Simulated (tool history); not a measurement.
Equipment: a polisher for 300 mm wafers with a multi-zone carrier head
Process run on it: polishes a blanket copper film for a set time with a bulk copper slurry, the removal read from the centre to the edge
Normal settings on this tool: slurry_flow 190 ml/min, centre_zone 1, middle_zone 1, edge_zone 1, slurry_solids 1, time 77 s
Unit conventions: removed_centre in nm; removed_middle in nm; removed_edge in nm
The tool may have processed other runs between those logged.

run,day,slurry_flow,centre_zone,middle_zone,edge_zone,slurry_solids,time,wafers since the last listed run,wafers polished on this pad,hours since the slurry nozzle was cleaned,hours since the centre zone pressure was calibrated,hours since the edge zone pressure was calibrated,hours since the carrier head's membrane was replaced,"incoming thickness of the incoming film, nm",removed_centre,removed_middle,removed_edge
1,0,190,1,1,1,1,77,0,669,464.4,582.5,372.8,92.3,2306.6,477.3,508.9,522.9
2,1.275,190,1,1,1,1,77,255,924,495,613.1,403.4,122.9,2362.3,469.6,506.6,521.6
3,2.583,190,1,1,1,1,77,261,1186,526.4,644.5,434.8,154.3,2288.7,476.5,509.6,518.8
# day 3.267: worn pad replaced by a new one
4,3.738,190,1,1,1,1,77,197,93,554.1,672.2,462.5,182,2339.7,473.8,507.9,518.6
5,4.975,190,1,1,1,1,92,247,341,583.8,701.9,492.2,211.7,2321.3,566.2,607.4,622.5
6,6.396,190,1,1,1,1,77,284,626,617.9,736,526.3,245.8,2303.5,467.3,511.1,508.4
7,7.779,190,1,1,1,1,77,276,903,651.1,769.2,559.5,279,2361.6,453.4,506.5,528.4
# day 8.033: edge zone pressure recalibrated
8,8.8,190,1,1,1,1,77,187,1090,675.6,793.7,18.4,303.5,2301.4,458.3,505.6,515.3
# day 9.504: slurry nozzle cleaned
# day 9.729: worn pad replaced by a new one
# day 10.246: centre zone pressure recalibrated
9,10.267,190,1,1,1,1,77,235,90,18.3,0.5,53.6,338.7,2378,493.8,508.4,508.7
10,11.05,190,1,1,1,1,77,156,247,37.1,19.3,72.4,357.5,2339.7,495.7,511.6,519.3
11,11.733,160,1,1.1,1,1,90,136,384,53.5,35.7,88.8,373.9,2333.7,560.3,637.1,602.8
12,12.729,190,1,1,1,1.25,103,199,583,77.4,59.6,112.7,397.8,2319.2,699.6,727.1,724.6
13,13.517,255,1,1.11,1,1,77,157,741,96.3,78.5,131.6,416.7,2350,512.3,571.2,524.7
14,14.112,150,1,1.12,1.09,1,77,119,860,110.6,92.8,145.9,431,2329,477.2,539.1,513.5
# day 14.871: carrier head's membrane replaced by a new one
15,15.254,190,0.93,1.03,0.94,0.7,77,186,1047,138,120.2,173.3,9.2,2312.4,435.1,473.2,460.3
# day 16.325: worn pad replaced by a new one
16,16.675,235,0.89,1,1,1,77,251,69,172.1,154.3,207.4,43.3,2298.7,473.5,517,523.3
17,18.104,190,1,1,1,1,77,286,356,206.4,188.6,241.7,77.6,2336.3,506.8,501.3,516.6
18,18.896,190,1,1,1,1,77,158,514,225.4,207.6,260.7,96.6,2355,489.6,504.5,516.6
19,19.454,190,1,1.05,1,1,77,111,626,238.8,221,274.1,110,2336,501.5,523.9,508.4
20,20.308,245,0.92,1.04,1.06,1,77,171,797,259.3,241.5,294.6,130.5,2336,488.4,539.9,553.5
21,21.5,160,1,1,1.06,1.3,77,238,1035,287.9,270.1,323.2,159.1,2353,519.5,534.4,548.1

Consider 3 possible next runs. They are alternatives, not a sequence: every one starts from the tool as it was left by run 21. What does each give?
A,21.517,190,1,1,1.05,1,77,3,1039,288.3,270.5,323.6,159.5,2320.4,?,?,?
B,21.517,145,1,1.09,1,1,90,3,1039,288.3,270.5,323.6,159.5,2320.4,?,?,?
C,21.517,190,1,1.04,1,1,70,3,1039,288.3,270.5,323.6,159.5,2320.4,?,?,?

run,removed_centre,removed_middle,removed_edge
A,486.3,512,524.2
B,545.7,620.5,581.7
C,442.3,481.2,465.1
Without the tool's unlogged condition, the same runs would have read:
run,removed_centre,removed_middle,removed_edge
A,493,511.9,524.2
B,553.1,620.4,581.7
C,448.3,481.1,465.1

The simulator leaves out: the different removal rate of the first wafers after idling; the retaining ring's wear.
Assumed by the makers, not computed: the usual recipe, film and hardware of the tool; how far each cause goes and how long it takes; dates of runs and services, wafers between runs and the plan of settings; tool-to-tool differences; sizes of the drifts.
